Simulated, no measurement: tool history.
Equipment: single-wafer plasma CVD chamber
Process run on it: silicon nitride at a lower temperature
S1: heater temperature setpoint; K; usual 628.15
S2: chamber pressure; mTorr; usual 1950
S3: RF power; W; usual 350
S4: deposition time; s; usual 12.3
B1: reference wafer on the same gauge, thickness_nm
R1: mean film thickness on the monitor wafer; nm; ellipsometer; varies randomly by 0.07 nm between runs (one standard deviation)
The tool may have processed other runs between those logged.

Run 1, day 0: usual settings; B1 15.203. Result: R1 16.849 nm.
Run 2, day 4.188: usual settings; B1 15.201. Result: R1 16.924 nm.
Run 3, day 8.4: usual settings but S1 618.15 K; B1 15.21. Result: R1 17.036 nm.
At day 10.696: thermocouple changed; heater temperature recalibrated.
Run 4, day 12.625: usual settings but S1 618.15 K; B1 15.188. Result: R1 17.098 nm.
Run 5, day 15.525: usual settings but S1 618.15 K; B1 15.199. Result: R1 17.144 nm.
Run 6, day 18.079: usual settings but S3 405 W, S4 13.5 s; B1 15.19. Result: R1 20.463 nm.
Run 7, day 20.629: usual settings but S3 305 W, S4 14.3 s; B1 15.188. Result: R1 18.356 nm.
Run 8, day 23.046: usual settings but S4 11.6 s; B1 15.184. Result: R1 16.06 nm.
Run 9, day 24.621: usual settings but S1 641.15 K, S4 13.1 s; B1 15.194. Result: R1 18.002 nm.
Run 10, day 27.612: usual settings but S1 642.15 K, S2 2240 mTorr, S4 11.5 s; B1 15.216. Result: R1 16.347 nm.
Run 11, day 31.171: usual settings; B1 15.198. Result: R1 17.154 nm.
Run 12, day 32.7: usual settings; B1 15.205. Result: R1 17.072 nm.
Run 13, day 35.004: usual settings but S1 616.15 K, S4 13.3 s; B1 15.191. Result: R1 18.509 nm.
Run 14, day 37.633: usual settings but S1 618.15 K; B1 15.207. Result: R1 17.081 nm.
At day 40.583: capacitance manometer re-zeroed and calibrated.
Run 15, day 42.088: usual settings but S4 14.4 s; B1 15.182. Result: R1 19.778 nm.
At day 43.067: RF generator calibrated.
At day 44.792: showerhead replaced.
Run 16, day 45.996: usual settings but S4 9.9 s; B1 15.186. Result: R1 13.47 nm.
Run 17, day 48.625: usual settings but S1 637.15 K, S3 305 W; B1 15.2. Result: R1 15.483 nm.
At day 50.442: gauge calibrated.
Run 18, day 50.621: usual settings; B1 15.187. Result: R1 16.75 nm.
Run 19, day 53.65: usual settings but S1 634.15 K, S4 11.6 s; B1 15.201. Result: R1 15.852 nm.
Run 20, day 56.838: usual settings but S1 614.15 K, S3 320 W, S4 14.7 s; B1 15.216. Result: R1 19.344 nm.
Run 21, day 59.233: usual settings; B1 15.201. Result: R1 16.928 nm.
Run 22, day 63.667: usual settings but S1 617.15 K, S2 1720 mTorr, S3 310 W, S4 10.6 s; B1 15.213. Result: R1 13.217 nm.
Run 23, day 65.967: usual settings but S3 370 W; B1 15.218. Result: R1 17.407 nm.
Run 24, day 69.254: usual settings but S1 636.15 K, S4 10.4 s; B1 15.196. Result: R1 14.299 nm.
Run 25, day 72.2: usual settings; B1 15.219. Result: R1 16.892 nm.
Run 26, day 74.421: usual settings but S1 614.15 K, S4 13.4 s; B1 15.197. Result: R1 18.517 nm.
Run 27, day 76.983: usual settings but S4 11.2 s; B1 15.215. Result: R1 15.417 nm.
Run 28, day 79.867: usual settings but S1 638.15 K, S3 385 W, S4 13.3 s; B1 15.184. Result: R1 19.545 nm.
Run 29, day 81.921: usual settings; B1 15.22. Result: R1 17.061 nm.

The logged runs with the hidden state left out (each run's random variation unchanged):
The hidden state here: wafer temperature above the value expected at the setpoint (K); delivered RF power above the setpoint (%); true pressure above the setpoint (%); gauge reads high (%).
run      R1
  1  16.631
  2  16.692
  3  16.792
  4  16.845
  5  16.885
  6  20.149
  7  18.072
  8  15.809
  9  17.718
 10  16.087
 11  16.878
 12  16.796
 13  18.208
 14  16.802
 15  19.808
 16  13.452
 17  15.438
 18  16.684
 19  15.767
 20  19.217
 21  16.803
 22  13.096
 23  17.247
 24  14.158
 25  16.716
 26  18.318
 27  15.246
 28  19.322
 29  16.863
